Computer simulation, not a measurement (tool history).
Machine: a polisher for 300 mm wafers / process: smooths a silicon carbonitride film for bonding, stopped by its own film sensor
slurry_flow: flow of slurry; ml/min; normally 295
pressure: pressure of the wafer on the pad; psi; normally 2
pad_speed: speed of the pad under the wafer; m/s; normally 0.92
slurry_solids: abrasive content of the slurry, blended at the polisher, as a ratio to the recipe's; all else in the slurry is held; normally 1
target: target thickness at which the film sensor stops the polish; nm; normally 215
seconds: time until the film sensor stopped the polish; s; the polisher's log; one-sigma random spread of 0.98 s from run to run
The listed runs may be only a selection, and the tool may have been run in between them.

| run | hour | slurry_flow | pressure | pad_speed | slurry_solids | target | incoming thickness of the incoming film, nm | seconds |
|---|---|---|---|---|---|---|---|---|
| 1 | 0 | 295 | 2 | 0.92 | 1 | 215 | 230.6 | 72.6 |
|  | 3.6 | slurry blender recalibrated |
| 2 | 12.1 | 295 | 2 | 0.92 | 1 | 215 | 229.2 | 68.4 |
|  | 28.6 | slurry nozzle cleaned |
| 3 | 45.3 | 295 | 2 | 0.92 | 1 | 219 | 231.5 | 58.7 |
|  | 63.4 | worn pad replaced by a new one |
| 4 | 76.8 | 295 | 2 | 0.92 | 1 | 215 | 231.2 | 77.7 |
| 5 | 102.3 | 295 | 2 | 0.92 | 1 | 215 | 230.1 | 72.4 |
| 6 | 115.9 | 295 | 2 | 0.92 | 1 | 215 | 229.1 | 68.2 |
|  | 131.9 | slurry blender recalibrated |
| 7 | 134.9 | 295 | 2 | 0.92 | 1 | 215 | 233.2 | 88.5 |
|  | 149.3 | worn pad replaced by a new one |
| 8 | 155.5 | 295 | 2 | 0.92 | 1 | 215 | 227.5 | 60.7 |
| 9 | 177.4 | 295 | 2 | 0.92 | 1 | 215 | 226.2 | 55.4 |
| 10 | 197.5 | 295 | 2 | 0.92 | 0.9 | 215 | 230 | 80.7 |
| 11 | 215.1 | 225 | 1.8 | 0.92 | 1 | 213 | 231 | 100.8 |
|  | 234.7 | slurry blender recalibrated |
|  | 241 | slurry nozzle cleaned |
|  | 242.1 | worn pad replaced by a new one |
| 12 | 250.4 | 295 | 1.7 | 0.8 | 1 | 215 | 229.8 | 91.3 |
| 13 | 282.2 | 295 | 2.3 | 0.64 | 1.2 | 211 | 229.9 | 84.6 |
| 14 | 304 | 295 | 2 | 0.92 | 0.9 | 210 | 232 | 124.1 |
|  | 323.4 | worn pad replaced by a new one |
|  | 337.3 | slurry blender recalibrated |
|  | 360 | head pressure recalibrated |
| 15 | 379.5 | 395 | 1.7 | 0.92 | 1.2 | 220 | 227.3 | 35.8 |
|  | 405.9 | worn pad replaced by a new one |
| 16 | 406.4 | 295 | 2.3 | 0.92 | 1 | 215 | 229.2 | 60 |
| 17 | 434.8 | 295 | 2 | 0.74 | 1 | 215 | 230.6 | 82.6 |
|  | 439 | slurry blender recalibrated |
| 18 | 450.4 | 295 | 2 | 0.92 | 1 | 215 | 228.3 | 63.3 |

Branching from run 18: 5 alternative next runs. What would each branch give?
| A | 450.8 | 295 | 2 | 0.92 | 1 | 215 | 231 | ? |
| B | 450.8 | 190 | 2 | 0.92 | 1 | 218 | 231 | ? |
| C | 450.8 | 295 | 2 | 0.8 | 1 | 219 | 231 | ? |
| D | 450.8 | 355 | 1.6 | 0.68 | 1.2 | 215 | 231 | ? |
| E | 450.8 | 295 | 2 | 0.74 | 1 | 218 | 231 | ? |

| run | seconds |
|---|---|
| A | 76.6 |
| B | 65.1 |
| C | 61.3 |
| D | 95.7 |
| E | 68.8 |
Stripped of hidden state, with their random variation kept, the same runs would have yielded:
| run | seconds |
|---|---|
| A | 75.5 |
| B | 64.1 |
| C | 60.4 |
| D | 94.3 |
| E | 67.8 |

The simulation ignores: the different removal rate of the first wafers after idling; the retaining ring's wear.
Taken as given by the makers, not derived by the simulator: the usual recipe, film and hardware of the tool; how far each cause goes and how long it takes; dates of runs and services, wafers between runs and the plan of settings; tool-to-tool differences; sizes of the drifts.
